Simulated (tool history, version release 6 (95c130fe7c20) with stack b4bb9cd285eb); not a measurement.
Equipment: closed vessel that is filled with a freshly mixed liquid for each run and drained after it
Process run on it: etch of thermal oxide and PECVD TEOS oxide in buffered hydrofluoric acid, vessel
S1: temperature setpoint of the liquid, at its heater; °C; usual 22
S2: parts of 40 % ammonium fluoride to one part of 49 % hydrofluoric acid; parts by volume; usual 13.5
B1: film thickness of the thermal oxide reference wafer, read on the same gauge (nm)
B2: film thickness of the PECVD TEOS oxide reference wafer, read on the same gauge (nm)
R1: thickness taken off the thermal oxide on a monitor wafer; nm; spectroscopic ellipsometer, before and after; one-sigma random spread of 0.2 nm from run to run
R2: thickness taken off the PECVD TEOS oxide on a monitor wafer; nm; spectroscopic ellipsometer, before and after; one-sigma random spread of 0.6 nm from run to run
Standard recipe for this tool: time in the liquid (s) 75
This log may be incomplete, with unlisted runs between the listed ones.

run 1 hour=0 | S1=22 S2=13.5 time_in_the_liquid_(s)=75 | B1=90.05 B2=50.01 | R1=67.59 R2=141.05
run 2 hour=34.2 | S1=22 S2=13.5 time_in_the_liquid_(s)=75 | B1=89.98 B2=50 | R1=67.69 R2=141
run 3 hour=66.9 | S1=22 S2=13.5 time_in_the_liquid_(s)=75 | B1=89.99 B2=50.01 | R1=68.1 R2=141.66
run 4 hour=88.3 | S1=22 S2=13.5 time_in_the_liquid_(s)=75 | B1=90.02 B2=49.98 | R1=67.94 R2=141.03
run 5 hour=145.8 | S1=22 S2=13.5 time_in_the_liquid_(s)=75 | B1=90.01 B2=49.99 | R1=68 R2=141.57
run 6 hour=166.9 | S1=22 S2=16.5 time_in_the_liquid_(s)=75 | B1=89.98 B2=50 | R1=55.82 R2=116.15
run 7 hour=194.9 | S1=22 S2=16.5 time_in_the_liquid_(s)=75 | B1=89.97 B2=49.99 | R1=56.47 R2=116.58
run 8 hour=229 | S1=22 S2=13.5 time_in_the_liquid_(s)=75 | B1=90.01 B2=49.96 | R1=68.65 R2=142.71
-- hour=231.7 hydrofluoric acid flow meter replaced
-- hour=243.5 thermometer replaced
run 9 hour=248.3 | S1=22 S2=13.5 time_in_the_liquid_(s)=75 | B1=89.99 B2=49.99 | R1=61.81 R2=128.79
run 10 hour=281.8 | S1=22 S2=15.5 time_in_the_liquid_(s)=75 | B1=90.03 B2=49.99 | R1=54.52 R2=113.53
run 11 hour=303 | S1=22 S2=13.5 time_in_the_liquid_(s)=75 | B1=89.98 B2=50 | R1=62.6 R2=129.35
run 12 hour=327.2 | S1=22 S2=13.5 time_in_the_liquid_(s)=75 | B1=90.01 B2=50.01 | R1=62.34 R2=128.86
run 13 hour=350.8 | S1=17.5 S2=10 time_in_the_liquid_(s)=35 | B1=89.98 B2=49.99 | R1=30.43 R2=63.28
run 14 hour=371.3 | S1=22 S2=15 time_in_the_liquid_(s)=105 | B1=90 B2=50.01 | R1=79.46 R2=163.72
run 15 hour=391.6 | S1=24 S2=17 time_in_the_liquid_(s)=95 | B1=90.03 B2=50.01 | R1=70.64 R2=146.93
run 16 hour=423.2 | S1=26.5 S2=8 time_in_the_liquid_(s)=50 | B1=90.02 B2=49.99 | R1=87.1 R2=180.97
run 17 hour=451.8 | S1=17.5 S2=16 time_in_the_liquid_(s)=75 | B1=90 B2=49.98 | R1=41.46 R2=86.03
-- hour=453.2 gauge calibrated
run 18 hour=478.1 | S1=25.5 S2=17 time_in_the_liquid_(s)=50 | B1=90.01 B2=50 | R1=40.59 R2=84.47
run 19 hour=492.1 | S1=22 S2=19 time_in_the_liquid_(s)=40 | B1=90.01 B2=50 | R1=24.13 R2=49.95
run 20 hour=509.8 | S1=22 S2=13.5 time_in_the_liquid_(s)=75 | B1=90.02 B2=50.01 | R1=62.97 R2=132.96
run 21 hour=533.8 | S1=25.5 S2=15 time_in_the_liquid_(s)=85 | B1=90.02 B2=49.99 | R1=78.56 R2=162.84
run 22 hour=566.3 | S1=22 S2=19 time_in_the_liquid_(s)=40 | B1=89.96 B2=50.01 | R1=24.12 R2=50.49
run 23 hour=590.7 | S1=17.5 S2=12 time_in_the_liquid_(s)=75 | B1=89.97 B2=50.01 | R1=55.62 R2=114.52
run 24 hour=687.7 | S1=22 S2=13.5 time_in_the_liquid_(s)=75 | B1=90.02 B2=50 | R1=63.77 R2=132.8
run 25 hour=703.7 | S1=25.5 S2=8.5 time_in_the_liquid_(s)=35 | B1=90.03 B2=49.98 | R1=55.43 R2=114.7
run 26 hour=723 | S1=22 S2=13.5 time_in_the_liquid_(s)=105 | B1=90.01 B2=49.99 | R1=89.81 R2=186.25
run 27 hour=748.7 | S1=23.5 S2=17.5 time_in_the_liquid_(s)=75 | B1=90.01 B2=49.99 | R1=54.33 R2=112.05

Selected run-to-run steps in R1, each split into two signed amounts: the part the tool would show with no hidden state at all (from settings, incoming material and random variation), and the remainder, which goes to the hidden state together with any gauge scatter not common to the measured and the hidden-state-free results:
Unlogged tool condition in this case: liquid hotter than its thermometer reads (K); hydrofluoric acid flow above the setpoint (%); gauge reads high (%).
Run 8 -> 9: hydrofluoric acid flow meter replaced, thermometer replaced. R1 -6.84 nm: hidden state -6.4, all else -0.44.
Run 13 -> 14: S1 17.5 -> 22, S2 10 -> 15, time in the liquid (s) 35 -> 105. R1 +49.03 nm: hidden state +1.01, all else +48.02.
Run 21 -> 22: S1 25.5 -> 22, S2 15 -> 19, time in the liquid (s) 85 -> 40. R1 -54.44 nm: hidden state -1.55, all else -52.89.
